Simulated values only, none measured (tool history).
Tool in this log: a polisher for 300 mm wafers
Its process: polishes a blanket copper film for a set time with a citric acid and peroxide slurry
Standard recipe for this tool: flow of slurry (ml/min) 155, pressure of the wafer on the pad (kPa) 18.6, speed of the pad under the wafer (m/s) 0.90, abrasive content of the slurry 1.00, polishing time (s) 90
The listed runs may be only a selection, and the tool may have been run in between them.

| run | hour | flow of slurry (ml/min) | pressure of the wafer on the pad (kPa) | speed of the pad under the wafer (m/s) | abrasive content of the slurry | polishing time (s) | wafers since the last listed run | wafers polished on this pad | hours since the slurry nozzle was cleaned | hours since the head pressure was calibrated | hours since the slurry blender was calibrated | incoming thickness of the incoming film, nm | film removed (angstrom) |
|---|---|---|---|---|---|---|---|---|---|---|---|---|---|
| 1 | 0.0 | 185 | 18.6 | 0.90 | 1.00 | 90 | 0 | 39 | 377.8 | 262.7 | 195.9 | 979.9 | 1703 |
| 2 | 30.4 | 155 | 20.7 | 0.90 | 1.00 | 90 | 242 | 282 | 408.2 | 293.1 | 226.3 | 1009.7 | 1787 |
| 3 | 55.7 | 155 | 20.7 | 0.90 | 1.00 | 90 | 202 | 484 | 433.5 | 318.4 | 251.6 | 1006.6 | 1775 |
| 4 | 90.0 | 155 | 20.7 | 0.90 | 1.00 | 90 | 274 | 758 | 467.8 | 352.7 | 285.9 | 1007.7 | 1776 |
|  | 101.8 | head pressure recalibrated |
| 5 | 105.0 | 155 | 18.6 | 0.90 | 1.00 | 90 | 103 | 862 | 482.8 | 3.2 | 300.9 | 991.0 | 1599 |
|  | 152.5 | slurry blender recalibrated |
| 6 | 153.0 | 155 | 18.6 | 0.90 | 1.00 | 90 | 367 | 1230 | 530.8 | 51.2 | 0.5 | 996.5 | 1621 |
|  | 169.7 | worn pad replaced by a new one |
| 7 | 178.0 | 155 | 18.6 | 0.90 | 1.00 | 90 | 167 | 66 | 555.8 | 76.2 | 25.5 | 995.1 | 1603 |
| 8 | 191.8 | 155 | 18.6 | 0.90 | 1.00 | 74 | 110 | 176 | 569.6 | 90.0 | 39.3 | 1009.3 | 1355 |
| 9 | 218.3 | 155 | 18.6 | 0.90 | 1.00 | 74 | 211 | 388 | 596.1 | 116.5 | 65.8 | 1002.1 | 1317 |
| 10 | 251.5 | 155 | 18.6 | 0.90 | 1.00 | 74 | 265 | 653 | 629.3 | 149.7 | 99.0 | 1015.7 | 1349 |
| 11 | 276.0 | 155 | 18.6 | 0.90 | 1.00 | 90 | 195 | 849 | 653.8 | 174.2 | 123.5 | 991.7 | 1656 |
| 12 | 298.8 | 155 | 18.6 | 0.90 | 1.00 | 90 | 182 | 1031 | 676.6 | 197.0 | 146.3 | 994.9 | 1606 |
|  | 317.7 | worn pad replaced by a new one |
| 13 | 319.0 | 155 | 18.6 | 0.90 | 1.00 | 90 | 129 | 10 | 696.8 | 217.2 | 166.5 | 986.0 | 1613 |
|  | 337.9 | slurry nozzle cleaned |
| 14 | 349.8 | 155 | 18.6 | 0.74 | 1.00 | 90 | 238 | 248 | 11.9 | 248.0 | 197.3 | 999.1 | 1606 |
| 15 | 372.5 | 155 | 18.6 | 0.90 | 1.00 | 120 | 181 | 429 | 34.6 | 270.7 | 220.0 | 1003.7 | 2379 |
| 16 | 399.0 | 155 | 18.6 | 0.90 | 1.00 | 90 | 211 | 641 | 61.1 | 297.2 | 246.5 | 986.0 | 1768 |
| 17 | 431.4 | 155 | 13.8 | 0.90 | 1.00 | 90 | 258 | 900 | 93.5 | 329.6 | 278.9 | 1016.3 | 1413 |
| 18 | 448.9 | 155 | 14.5 | 1.00 | 1.00 | 81 | 139 | 1040 | 111.0 | 347.1 | 296.4 | 1021.3 | 1422 |

Run 19 comes next. What will it give?
|  | 462.1 | worn pad replaced by a new one |
| 19 | 474.6 | 155 | 12.4 | 1.10 | 1.15 | 61 | 173 | 100 | 136.7 | 372.8 | 322.1 | 1006.3 | ? |

Run 19 came out at film removed (angstrom) 1015.
Were there no unlogged condition in the tool, this run, its random variation unchanged, would have produced film removed (angstrom) 1049.
